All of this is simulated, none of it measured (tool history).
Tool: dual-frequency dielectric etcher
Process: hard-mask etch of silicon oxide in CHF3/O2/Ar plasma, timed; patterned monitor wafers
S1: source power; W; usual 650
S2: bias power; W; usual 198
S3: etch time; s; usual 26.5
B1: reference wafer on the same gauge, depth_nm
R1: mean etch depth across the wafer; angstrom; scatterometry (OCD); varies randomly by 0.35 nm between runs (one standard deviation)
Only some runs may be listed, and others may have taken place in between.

run    hour   S1   S2    S3    B1   R1
  1     0.0  650  198  26.5  52.5  600
  2    88.6  650  198  32.5  52.4  734
  3   169.4  650  198  32.5  52.5  735
  4   259.3  600  198  26.5  52.5  590
      323.7  -- wet clean of the chamber
  5   327.7  600  198  26.5  52.5  562
  6   396.3  600  198  26.5  52.5  573
  7   463.2  650  198  21.0  52.5  475
  8   501.9  650  198  21.0  52.5  474
  9   589.3  650  198  21.0  52.5  482
 10   678.9  650  198  26.5  52.5  608
 11   765.2  650  198  26.5  52.6  614
      773.7  -- bias power generator calibrated
 12   807.3  650  198  26.5  52.6  616
      818.4  -- gauge calibrated
      852.8  -- wet clean of the chamber
 13   868.6  650  198  26.5  52.5  584
 14   945.4  650  173  26.5  52.5  562
     1021.2  -- upper electrode replaced
 15  1021.7  650  172  33.0  52.5  707
 16  1097.7  650  198  33.5  52.6  769
 17  1189.7  580  231  21.0  52.5  482
 18  1248.2  650  198  26.5  52.5  609
 19  1348.9  730  178  29.5  52.5  691
     1388.7  -- source power generator calibrated
     1408.0  -- wet clean of the chamber
 20  1408.5  650  198  20.0  52.5  441
 21  1442.5  650  198  26.5  52.6  582
 22  1525.7  530  220  19.5  52.4  411
 23  1569.9  650  220  22.0  52.5  515
 24  1653.0  570  198  19.5  52.5  412
 25  1911.1  750  198  26.5  52.5  657
     1957.2  -- wet clean of the chamber
 26  1993.1  650  198  26.5  52.5  584
 27  2090.9  650  198  26.5  52.5  590
 28  2139.0  560  198  26.5  52.4  548
 29  2235.9  650  169  26.5  52.6  563
 30  2273.9  710  224  26.5  52.5  656

What if the next run were any one of these 4? Each begins from the tool's condition after run 30:
  A  2274.3  650  223  26.5   ?   ?
  B  2274.3  650  225  19.5   ?   ?
  C  2274.3  700  175  33.5   ?   ?
  D  2274.3  650  244  26.5   ?   ?

run    B1   R1
  A  52.5  630
  B  52.5  465
  C  52.5  749
  D  52.5  653
Without the tool's hidden state the same runs would have given:
run   R1
  A  614
  B  454
  C  731
  D  637

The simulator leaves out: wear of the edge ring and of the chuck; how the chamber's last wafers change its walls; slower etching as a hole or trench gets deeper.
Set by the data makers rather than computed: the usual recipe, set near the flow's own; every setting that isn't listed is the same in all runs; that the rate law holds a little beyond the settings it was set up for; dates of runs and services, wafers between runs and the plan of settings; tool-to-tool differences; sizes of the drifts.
